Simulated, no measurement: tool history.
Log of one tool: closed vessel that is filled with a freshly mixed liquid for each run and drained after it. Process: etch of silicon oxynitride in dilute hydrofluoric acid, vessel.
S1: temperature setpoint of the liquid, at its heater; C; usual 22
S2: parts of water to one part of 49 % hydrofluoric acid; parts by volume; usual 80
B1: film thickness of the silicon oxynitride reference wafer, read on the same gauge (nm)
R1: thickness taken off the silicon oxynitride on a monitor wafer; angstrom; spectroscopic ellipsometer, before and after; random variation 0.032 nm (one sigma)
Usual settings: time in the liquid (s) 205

run 1 day=0 | S1=22 S2=80 time_in_the_liquid_(s)=205 | B1=60 | R1=106.2
run 2 day=0.654 | S1=22 S2=80 time_in_the_liquid_(s)=205 | B1=60.02 | R1=105.9
-- day=0.708 hydrofluoric acid flow meter replaced
run 3 day=1.192 | S1=23.5 S2=80 time_in_the_liquid_(s)=205 | B1=60 | R1=113.7
run 4 day=1.65 | S1=22 S2=80 time_in_the_liquid_(s)=205 | B1=60.02 | R1=105.5
run 5 day=3.692 | S1=22 S2=80 time_in_the_liquid_(s)=205 | B1=60.02 | R1=105.7
run 6 day=3.992 | S1=22 S2=80 time_in_the_liquid_(s)=205 | B1=60.03 | R1=105.3
run 7 day=4.717 | S1=22 S2=80 time_in_the_liquid_(s)=205 | B1=60 | R1=106.3
run 8 day=4.979 | S1=22 S2=80 time_in_the_liquid_(s)=205 | B1=60 | R1=105.9
-- day=5.279 thermometer replaced
run 9 day=5.333 | S1=22 S2=80 time_in_the_liquid_(s)=205 | B1=59.94 | R1=106
run 10 day=6.029 | S1=22 S2=80 time_in_the_liquid_(s)=205 | B1=60 | R1=106.7
run 11 day=6.604 | S1=22 S2=80 time_in_the_liquid_(s)=205 | B1=59.95 | R1=105.5
run 12 day=7.167 | S1=22 S2=80 time_in_the_liquid_(s)=205 | B1=60.03 | R1=105.7
run 13 day=7.662 | S1=18.5 S2=95 time_in_the_liquid_(s)=325 | B1=60.03 | R1=117.8
run 14 day=8.15 | S1=22 S2=80 time_in_the_liquid_(s)=205 | B1=59.98 | R1=105.7
run 15 day=8.521 | S1=24 S2=80 time_in_the_liquid_(s)=205 | B1=60.03 | R1=116.8
run 16 day=9.033 | S1=18 S2=115 time_in_the_liquid_(s)=240 | B1=59.98 | R1=68.9
-- day=9.242 gauge calibrated
run 17 day=9.288 | S1=22 S2=105 time_in_the_liquid_(s)=205 | B1=60 | R1=79
run 18 day=9.829 | S1=18.5 S2=65 time_in_the_liquid_(s)=85 | B1=60 | R1=46
run 19 day=10.2 | S1=20.5 S2=45 time_in_the_liquid_(s)=205 | B1=60 | R1=179.8
run 20 day=10.45 | S1=20.5 S2=45 time_in_the_liquid_(s)=205 | B1=59.99 | R1=180.4
run 21 day=11.825 | S1=26 S2=105 time_in_the_liquid_(s)=205 | B1=59.98 | R1=96.1
run 22 day=12.138 | S1=20 S2=110 time_in_the_liquid_(s)=80 | B1=60.02 | R1=26.7
run 23 day=12.421 | S1=22 S2=80 time_in_the_liquid_(s)=260 | B1=60.01 | R1=134.5
run 24 day=12.875 | S1=22 S2=80 time_in_the_liquid_(s)=325 | B1=60.02 | R1=167.8
run 25 day=13.204 | S1=22 S2=50 time_in_the_liquid_(s)=110 | B1=59.99 | R1=93.1
run 26 day=13.488 | S1=18.5 S2=55 time_in_the_liquid_(s)=85 | B1=60 | R1=54.6
run 27 day=14.075 | S1=20.5 S2=95 time_in_the_liquid_(s)=255 | B1=60.02 | R1=102.4
run 28 day=14.75 | S1=23.5 S2=105 time_in_the_liquid_(s)=145 | B1=60 | R1=60.1
run 29 day=16.875 | S1=22 S2=80 time_in_the_liquid_(s)=205 | B1=59.98 | R1=105.5
run 30 day=17.379 | S1=25.5 S2=105 time_in_the_liquid_(s)=205 | B1=60.01 | R1=93.6
run 31 day=17.992 | S1=26.5 S2=60 time_in_the_liquid_(s)=205 | B1=59.98 | R1=178
run 32 day=18.65 | S1=17.5 S2=80 time_in_the_liquid_(s)=205 | B1=60.05 | R1=84.7

What the log doesn't show, run by run:
liquid colder than its thermometer reads (K): 0 in every run
hydrofluoric acid flow above the setpoint (%): 0 in every run
gauge reads high (%): 0 in every run

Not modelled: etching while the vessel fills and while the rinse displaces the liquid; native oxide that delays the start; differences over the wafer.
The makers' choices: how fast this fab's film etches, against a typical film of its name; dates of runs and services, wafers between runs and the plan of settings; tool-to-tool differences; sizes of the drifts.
